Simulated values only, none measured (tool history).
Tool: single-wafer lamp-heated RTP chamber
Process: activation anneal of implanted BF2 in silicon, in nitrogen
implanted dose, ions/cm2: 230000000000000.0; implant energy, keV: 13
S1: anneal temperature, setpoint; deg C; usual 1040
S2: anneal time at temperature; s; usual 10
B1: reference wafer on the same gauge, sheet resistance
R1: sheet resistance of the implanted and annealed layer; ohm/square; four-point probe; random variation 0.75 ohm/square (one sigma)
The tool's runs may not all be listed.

run,hour,S1,S2,B1,R1
1,0,1025,10,434.19,505.02
2,14.2,1025,10,434.21,505.89
3,22.4,1040,5,433.95,507.65
4,31,1040,5,434.29,507.28
5,45.7,1040,5,433.87,508.65
6,61.2,1040,10,433.85,502.16
7,73.8,1040,11,434.04,500.79
8,113.9,1040,10,434.06,502.63
# hour 125.6: gauge calibrated
9,130,1040,10,433.9,503.85
10,143.6,1040,10,434.01,501.96
# hour 158.1: pyrometer window cleaned and pyrometer calibrated
11,158.6,1040,10,434.03,504.02
12,165.5,1040,10,433.79,503.42
# hour 179.6: reflector plate cleaned
13,180.1,1040,8,433.84,503.77
14,195.6,1040,8,433.81,504.87
15,204.2,1040,8,433.71,505.24
16,215.2,1018,14,433.94,504.04
17,222.8,1040,10,434.01,502.59
18,231.1,1040,10,434.03,500.97
19,238.5,1029,5,433.91,509.81
20,253.6,1053,8,433.76,501.8
21,271.1,1062,8,433.84,502.93
22,284.9,1049,5,433.64,505.85
23,292.9,1025,10,434.15,505.14
24,310.1,1066,16,433.85,491.11
25,317.8,1015,12,434.11,504.25
26,330.2,1040,10,434.08,502.96
27,342.2,1066,4,434.32,507.41
28,352.8,1066,16,434.04,492.04
29,366.6,1060,13,434.06,496.28
# hour 385.3: pyrometer window cleaned and pyrometer calibrated
30,385.8,1040,10,434.12,502.92
31,402,1052,10,433.85,499.53
32,410.1,1040,10,433.79,502.87
33,417.4,1017,6,434.23,509.57
34,431.6,1040,7,434.04,505.05
35,443.2,1048,6,433.96,505.87
36,450.5,1012,15,433.86,504.22
37,456.6,1040,10,434.04,502.13
38,471.5,1070,13,434.1,494.66

The tool's hidden state at each run:
true wafer temperature minus pyrometer reading, K: 0 in every run
wafer temperature error from the tarnished reflector plate, K: 0 in every run
gauge reads high (%): 0 in every run

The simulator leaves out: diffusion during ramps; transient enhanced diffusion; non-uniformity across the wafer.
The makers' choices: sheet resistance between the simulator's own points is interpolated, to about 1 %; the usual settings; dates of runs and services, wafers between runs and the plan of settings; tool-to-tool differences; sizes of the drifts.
